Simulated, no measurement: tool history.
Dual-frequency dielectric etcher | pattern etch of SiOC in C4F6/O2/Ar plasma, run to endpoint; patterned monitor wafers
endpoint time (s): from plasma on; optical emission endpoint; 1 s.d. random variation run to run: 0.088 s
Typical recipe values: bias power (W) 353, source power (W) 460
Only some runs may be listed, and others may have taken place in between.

| run | hour | bias power (W) | source power (W) | wafers since the last listed run | hours since the last wet clean | hours since the last bias power generator calibration | hours since the last source power generator calibration | hours since the last upper electrode change | incoming incoming film thickness, nm | endpoint time (s) |
|---|---|---|---|---|---|---|---|---|---|---|
| 1 | 0.0 | 353 | 500 | 0 | 422.0 | 2565.3 | 725.5 | 2099.7 | 36.37 | 12.9 |
| 2 | 31.1 | 353 | 500 | 426 | 453.1 | 2596.4 | 756.6 | 2130.8 | 36.08 | 12.8 |
| 3 | 57.0 | 294 | 420 | 355 | 479.0 | 2622.3 | 782.5 | 2156.7 | 36.09 | 14.9 |
|  | 101.7 | wet clean of the chamber |
| 4 | 119.4 | 353 | 460 | 526 | 17.7 | 2684.7 | 844.9 | 2219.1 | 36.05 | 13.0 |
| 5 | 182.4 | 353 | 460 | 864 | 80.7 | 2747.7 | 907.9 | 2282.1 | 35.98 | 12.8 |
| 6 | 252.0 | 353 | 460 | 954 | 150.3 | 2817.3 | 977.5 | 2351.7 | 35.86 | 12.8 |
| 7 | 314.5 | 353 | 460 | 857 | 212.8 | 2879.8 | 1040.0 | 2414.2 | 36.02 | 13.0 |
| 8 | 481.9 | 353 | 460 | 2296 | 380.2 | 3047.2 | 1207.4 | 2581.6 | 36.01 | 12.8 |
|  | 532.8 | wet clean of the chamber, repeated, since the last time left the tool worse |
| 9 | 533.3 | 353 | 460 | 375 | 0.5 | 3098.6 | 1258.8 | 2633.0 | 36.18 | 13.7 |
| 10 | 562.8 | 353 | 460 | 404 | 30.0 | 3128.1 | 1288.3 | 2662.5 | 35.87 | 13.4 |
| 11 | 601.2 | 353 | 460 | 526 | 68.4 | 3166.5 | 1326.7 | 2700.9 | 36.06 | 13.5 |
| 12 | 638.4 | 353 | 460 | 510 | 105.6 | 3203.7 | 1363.9 | 2738.1 | 35.76 | 13.5 |
| 13 | 701.0 | 353 | 460 | 858 | 168.2 | 3266.3 | 1426.5 | 2800.7 | 35.94 | 13.6 |
| 14 | 729.1 | 392 | 460 | 385 | 196.3 | 3294.4 | 1454.6 | 2828.8 | 35.55 | 12.8 |
|  | 744.7 | bias power generator calibrated |
| 15 | 778.1 | 353 | 460 | 617 | 245.3 | 33.4 | 1503.6 | 2877.8 | 35.82 | 13.4 |
| 16 | 827.3 | 353 | 460 | 674 | 294.5 | 82.6 | 1552.8 | 2927.0 | 35.94 | 13.4 |
| 17 | 980.9 | 399 | 370 | 2107 | 448.1 | 236.2 | 1706.4 | 3080.6 | 35.59 | 14.3 |
| 18 | 1047.7 | 283 | 370 | 916 | 514.9 | 303.0 | 1773.2 | 3147.4 | 35.33 | 15.8 |
|  | 1079.4 | upper electrode replaced |
| 19 | 1079.9 | 353 | 500 | 112 | 547.1 | 335.2 | 1805.4 | 0.5 | 35.64 | 12.6 |

Run 20 has not been measured yet. What should we expect?
|  | 1139.1 | wet clean of the chamber |
| 20 | 1139.6 | 303 | 390 | 489 | 0.5 | 394.9 | 1865.1 | 60.2 | 36.38 | ? |

{"run 20": {"endpoint time (s)": 15.9}}
Were there no unlogged condition in the tool, this run, its random variation unchanged, would have produced endpoint time (s) 15.9.

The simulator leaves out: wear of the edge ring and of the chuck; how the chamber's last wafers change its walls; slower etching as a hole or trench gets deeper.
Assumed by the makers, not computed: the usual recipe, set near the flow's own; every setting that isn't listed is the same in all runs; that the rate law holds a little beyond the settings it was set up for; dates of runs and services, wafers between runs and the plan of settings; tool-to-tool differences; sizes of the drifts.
